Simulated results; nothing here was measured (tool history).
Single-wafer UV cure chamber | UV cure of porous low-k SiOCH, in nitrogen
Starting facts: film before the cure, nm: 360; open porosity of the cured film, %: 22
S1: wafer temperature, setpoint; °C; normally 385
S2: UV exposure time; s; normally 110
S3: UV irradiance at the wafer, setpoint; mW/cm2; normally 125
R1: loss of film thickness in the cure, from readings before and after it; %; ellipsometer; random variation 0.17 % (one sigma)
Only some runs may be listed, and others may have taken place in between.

run	hour	S1	S2	S3	R1
1	0	385	145	125	9.287
2	68.4	385	145	125	9.199
3	165.3	385	145	125	8.926
4	272.1	385	110	125	8.217
5	320.6	385	110	125	8.396
6	399	385	110	125	8.102
7	494.7	385	110	125	8.177
8	600.7	385	110	125	7.879
9	661.7	385	110	125	7.59
10	733.1	385	110	125	7.579
11	810.1	385	110	125	7.303
12	847.1	385	110	125	7.295
13	935.1	385	110	125	7.96
14	1004.8	385	110	125	7.876
15	1041.9	385	110	125	7.733
16	1140.2	385	110	125	7.703
17	1187	385	110	125	7.303
18	1223.2	385	110	99	6.582
19	1296.3	385	110	99	6.384
20	1380.7	385	110	99	6.355
21	1572.1	385	110	105	7.037
22	1619.4	385	110	105	6.814
23	1714.6	385	110	125	7.62
24	1796.3	385	110	125	7.399
25	1887.2	385	85	125	6.407
26	1952.7	385	110	125	7.165
27	1998.2	403	55	138	5.187
28	2086.7	385	110	125	8.833
29	2182.6	385	110	99	7.463
30	2362.6	385	110	148	10.007
31	2430.5	377	150	162	11.31
32	2486.4	385	110	125	9.163
33	2572.4	385	110	125	9.031
34	2625.5	404	110	96	7.915
35	2691	385	110	125	8.451
36	2752.1	385	110	125	8.414
37	2790.3	385	110	125	8.442
38	2896.3	385	110	89	6.675
39	2968	371	145	158	9.837
40	3012.5	385	110	125	7.635
41	3103.8	385	160	164	10.27
42	3167.9	376	140	108	8.751
43	3237.6	385	110	125	8.669
44	3341.9	377	110	154	8.913
45	3419.7	403	45	125	4.649
46	3458.9	385	135	141	9.286
47	3547.8	368	85	139	6.966
48	3602.8	385	90	125	6.978

Not shown here: 6 entries made in the log between runs. Locate each between two listed runs and compare the hidden state at the listed run before it with the hidden state at the listed run after it:
Runs 3 to 4: quartz window cleaned (hour 206.1)
  lamp output below its setpoint, %: 24.5 -> 26.2; transmission lost against a clean window, %: 18.3 -> 2.84
  the result without the hidden state subtracted from the measured one, R1: -2.222 -> -1.47 %
Runs 12 to 13: quartz window cleaned (hour 890.9)
  lamp output below its setpoint, %: 32.5 -> 33.2; transmission lost against a clean window, %: 18.2 -> 3.36
  the result without the hidden state subtracted from the measured one, R1: -2.648 -> -1.967 %
Runs 20 to 21: quartz window cleaned (hour 1544.7)
  lamp output below its setpoint, %: 35.6 -> 36.4; transmission lost against a clean window, %: 15.2 -> 2.63
  the result without the hidden state subtracted from the measured one, R1: -2.637 -> -2.1 %
Runs 27 to 28: UV bulbs replaced (hour 2022.5)
  lamp output below its setpoint, %: 37.5 -> 4.05; transmission lost against a clean window, %: 14 -> 16.4
  the result without the hidden state subtracted from the measured one, R1: -2.537 -> -0.992 %
Runs 29 to 30: quartz window cleaned (hour 2353.3)
  lamp output below its setpoint, %: 7.31 -> 12.6; transmission lost against a clean window, %: 18.9 -> 0.89
  the result without the hidden state subtracted from the measured one, R1: -1.236 -> -0.664 %
Runs 41 to 42: quartz window cleaned (hour 3143.8)
  lamp output below its setpoint, %: 25.8 -> 26.5; transmission lost against a clean window, %: 20.7 -> 2.15
  the result without the hidden state subtracted from the measured one, R1: -2.495 -> -1.511 %
